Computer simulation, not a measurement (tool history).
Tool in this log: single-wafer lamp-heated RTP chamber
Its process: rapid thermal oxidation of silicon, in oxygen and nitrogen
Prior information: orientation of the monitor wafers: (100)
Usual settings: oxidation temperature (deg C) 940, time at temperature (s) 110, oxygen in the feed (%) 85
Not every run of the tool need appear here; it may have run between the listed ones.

run,hour,oxidation temperature (deg C),time at temperature (s),oxygen in the feed (%),wafers since the last listed run,wafers since the last pyrometer calibration,hours since the oxygen flow controller was replaced,hours since the gauge calibration,"read-back reference wafer on the same gauge, thickness",oxide thickness on the monitor wafer (nm)
1,0.0,940,110,85,0,6132,2870.3,175.9,5.410,4.997
2,22.9,940,110,85,98,6231,2893.2,198.8,5.411,4.946
3,44.2,940,110,85,91,6323,2914.5,220.1,5.410,4.970
4,77.7,947,92,85,144,6467,2948.0,253.6,5.411,4.860
5,100.7,940,73,85,99,6566,2971.0,276.6,5.411,4.205
6,122.8,940,110,85,95,6662,2993.1,298.7,5.416,4.989
7,152.9,940,110,85,129,6792,3023.2,328.8,5.415,4.947
# hour 165.5: oxygen flow controller replaced
8,175.5,930,110,92,63,6855,10.0,351.4,5.412,4.747
# hour 194.1: pyrometer window cleaned and pyrometer calibrated
9,200.5,930,110,92,73,27,35.0,376.4,5.410,4.379
10,226.0,930,110,92,110,137,60.5,401.9,5.410,4.417
11,250.5,931,142,98,105,243,85.0,426.4,5.415,5.042
12,264.7,967,160,85,61,304,99.2,440.6,5.407,6.775
13,285.9,918,94,98,91,396,120.4,461.8,5.411,3.869
# hour 301.4: gauge calibrated
14,305.6,940,110,70,85,481,140.1,4.2,5.403,4.400
15,330.5,940,110,85,107,588,165.0,29.1,5.406,4.727
16,362.6,959,125,66,138,727,197.1,61.2,5.411,5.289
17,375.4,922,110,85,55,782,209.9,74.0,5.411,4.130
18,392.0,940,110,85,71,854,226.5,90.6,5.406,4.753
19,405.8,947,92,85,59,913,240.3,104.4,5.412,4.624
20,427.8,940,110,63,94,1008,262.3,126.4,5.405,4.312
21,454.2,940,110,85,113,1122,288.7,152.8,5.415,4.794

Below are 5 alternative next runs, each starting from the tool's condition after run 21. Predict each:
A,454.7,940,110,85,2,1124,289.2,153.3,?,?
B,454.7,940,150,85,2,1124,289.2,153.3,?,?
C,454.7,940,63,85,2,1124,289.2,153.3,?,?
D,454.7,927,124,98,2,1124,289.2,153.3,?,?
E,454.7,940,82,85,2,1124,289.2,153.3,?,?

run,"read-back reference wafer on the same gauge, thickness",oxide thickness on the monitor wafer (nm)
A,5.409,4.762
B,5.409,5.450
C,5.409,3.791
D,5.409,4.757
E,5.409,4.211
What these runs would have given with no unlogged condition in the tool:
run,oxide thickness on the monitor wafer (nm)
A,4.580
B,5.235
C,3.661
D,4.573
E,4.058
